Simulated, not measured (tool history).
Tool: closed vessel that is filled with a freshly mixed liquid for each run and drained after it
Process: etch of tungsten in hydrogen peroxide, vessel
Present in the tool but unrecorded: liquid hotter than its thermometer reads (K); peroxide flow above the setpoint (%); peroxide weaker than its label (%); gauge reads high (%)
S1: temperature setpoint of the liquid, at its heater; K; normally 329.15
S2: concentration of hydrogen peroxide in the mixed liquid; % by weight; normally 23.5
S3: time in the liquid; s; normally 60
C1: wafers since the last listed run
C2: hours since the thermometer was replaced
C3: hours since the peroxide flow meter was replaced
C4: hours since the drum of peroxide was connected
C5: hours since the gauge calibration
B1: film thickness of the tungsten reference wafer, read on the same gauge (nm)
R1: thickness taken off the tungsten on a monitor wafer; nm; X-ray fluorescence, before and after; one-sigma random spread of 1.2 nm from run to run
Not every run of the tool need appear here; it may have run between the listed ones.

| run | hour | S1 | S2 | S3 | C1 | C2 | C3 | C4 | C5 | B1 | R1 |
|---|---|---|---|---|---|---|---|---|---|---|---|
| 1 | 0 | 324.15 | 23.5 | 60 | 0 | 858 | 155.9 | 221.6 | 1371.3 | 150.01 | 176.71 |
|  | 10.8 | thermometer replaced |
| 2 | 107.1 | 329.15 | 23.5 | 60 | 10217 | 96.3 | 263 | 328.7 | 1478.4 | 150.04 | 223.34 |
| 3 | 178 | 329.15 | 23.5 | 60 | 6827 | 167.2 | 333.9 | 399.6 | 1549.3 | 149.98 | 224.81 |
|  | 234.2 | gauge calibrated |
| 4 | 258.3 | 329.15 | 23.5 | 60 | 7732 | 247.5 | 414.2 | 479.9 | 24.1 | 150.02 | 227.54 |
|  | 330.7 | new drum of peroxide connected |
| 5 | 334.3 | 329.15 | 23.5 | 60 | 7222 | 323.5 | 490.2 | 3.6 | 100.1 | 150.02 | 228.07 |
| 6 | 437.7 | 329.15 | 29 | 85 | 9957 | 426.9 | 593.6 | 107 | 203.5 | 149.99 | 360.56 |
| 7 | 539.7 | 329.15 | 29 | 85 | 9822 | 528.9 | 695.6 | 209 | 305.5 | 150.02 | 369.99 |
| 8 | 620.3 | 332.15 | 23.5 | 60 | 7761 | 609.5 | 776.2 | 289.6 | 386.1 | 149.96 | 278.83 |
| 9 | 713.5 | 329.15 | 23.5 | 60 | 8975 | 702.7 | 869.4 | 382.8 | 479.3 | 150 | 235.75 |
| 10 | 815.9 | 329.15 | 23.5 | 60 | 9861 | 805.1 | 971.8 | 485.2 | 581.7 | 149.99 | 236.66 |
| 11 | 896.3 | 336.65 | 28.5 | 40 | 7742 | 885.5 | 1052.2 | 565.6 | 662.1 | 150.03 | 270.46 |
| 12 | 935.5 | 329.15 | 23.5 | 60 | 3774 | 924.7 | 1091.4 | 604.8 | 701.3 | 150 | 240.58 |
|  | 975.6 | thermometer replaced |
|  | 979.1 | peroxide flow meter replaced |
| 13 | 979.9 | 329.15 | 23.5 | 60 | 4083 | 4.3 | 0.8 | 649.2 | 745.7 | 150.02 | 222.41 |
|  | 1055.4 | new drum of peroxide connected |
| 14 | 1063.5 | 324.15 | 23.5 | 60 | 7954 | 87.9 | 84.4 | 8.1 | 829.3 | 149.99 | 165.35 |
| 15 | 1126 | 329.15 | 19 | 85 | 6018 | 150.4 | 146.9 | 70.6 | 891.8 | 150 | 285.26 |
| 16 | 1199 | 338.65 | 23.5 | 85 | 7029 | 223.4 | 219.9 | 143.6 | 964.8 | 149.99 | 554.1 |
| 17 | 1284.5 | 334.65 | 23.5 | 60 | 8233 | 308.9 | 305.4 | 229.1 | 1050.3 | 149.99 | 311.71 |
| 18 | 1380.9 | 319.65 | 23.5 | 50 | 9283 | 405.3 | 401.8 | 325.5 | 1146.7 | 150.01 | 107.64 |
| 19 | 1441.3 | 329.15 | 23.5 | 40 | 5816 | 465.7 | 462.2 | 385.9 | 1207.1 | 150.01 | 153.18 |
| 20 | 1507.3 | 324.15 | 30 | 60 | 6355 | 531.7 | 528.2 | 451.9 | 1273.1 | 149.97 | 194.14 |
| 21 | 1563.2 | 329.15 | 23.5 | 60 | 5383 | 587.6 | 584.1 | 507.8 | 1329 | 149.98 | 232.03 |
| 22 | 1619 | 323.65 | 23.5 | 45 | 5373 | 643.4 | 639.9 | 563.6 | 1384.8 | 150.03 | 125.27 |
|  | 1689.2 | new drum of peroxide connected |
| 23 | 1723.9 | 334.65 | 23.5 | 60 | 10005 | 748.3 | 744.8 | 34.7 | 1489.7 | 150.01 | 323.32 |
| 24 | 1770 | 320.15 | 23.5 | 60 | 4439 | 794.4 | 790.9 | 80.8 | 1535.8 | 150.06 | 137.85 |
| 25 | 1843.8 | 332.15 | 29 | 70 | 7106 | 868.2 | 864.7 | 154.6 | 1609.6 | 150 | 369.71 |
| 26 | 1923.8 | 329.15 | 17.5 | 75 | 7703 | 948.2 | 944.7 | 234.6 | 1689.6 | 150.01 | 256.71 |
|  | 1943.6 | thermometer replaced |
| 27 | 2002.7 | 323.65 | 20.5 | 60 | 7501 | 59.1 | 1023.6 | 313.5 | 1768.5 | 150.03 | 151.42 |
|  | 2027.2 | gauge calibrated |
|  | 2191.5 | peroxide flow meter replaced |
| 28 | 2286.9 | 329.15 | 23.5 | 60 | 27272 | 343.3 | 95.4 | 597.7 | 259.7 | 149.96 | 228.54 |
|  | 2297.5 | new drum of peroxide connected |
| 29 | 2353.9 | 319.15 | 17.5 | 60 | 6355 | 410.3 | 162.4 | 56.4 | 326.7 | 150.01 | 108.51 |
| 30 | 2406.7 | 329.15 | 23.5 | 60 | 5084 | 463.1 | 215.2 | 109.2 | 379.5 | 150 | 229.51 |
| 31 | 2444.6 | 319.65 | 21 | 85 | 3649 | 501 | 253.1 | 147.1 | 417.4 | 150.03 | 174.2 |

Some steps in R1 between neighbouring runs. How much of each would the tool show without its hidden state too (settings, what came in, random variation), and how much is left for the hidden state, with any gauge scatter that isn't in both results?
Run 12 -> 13: thermometer replaced, peroxide flow meter replaced. R1 -18.17 nm: hidden state -17.14, all else -1.03.
Run 15 -> 16: S1 329.15 -> 338.65, S2 19 -> 23.5. R1 +268.84 nm: hidden state +7.63, all else +261.21.
Run 16 -> 17: S1 338.65 -> 334.65, S3 85 -> 60. R1 -242.39 nm: hidden state -3.36, all else -239.03.
Run 24 -> 25: S1 320.15 -> 332.15, S2 23.5 -> 29, S3 60 -> 70. R1 +231.86 nm: hidden state +17.03, all else +214.83.
Run 26 -> 27: S1 329.15 -> 323.65, S2 17.5 -> 20.5, S3 75 -> 60, thermometer replaced. R1 -105.29 nm: hidden state -18.73, all else -86.56.

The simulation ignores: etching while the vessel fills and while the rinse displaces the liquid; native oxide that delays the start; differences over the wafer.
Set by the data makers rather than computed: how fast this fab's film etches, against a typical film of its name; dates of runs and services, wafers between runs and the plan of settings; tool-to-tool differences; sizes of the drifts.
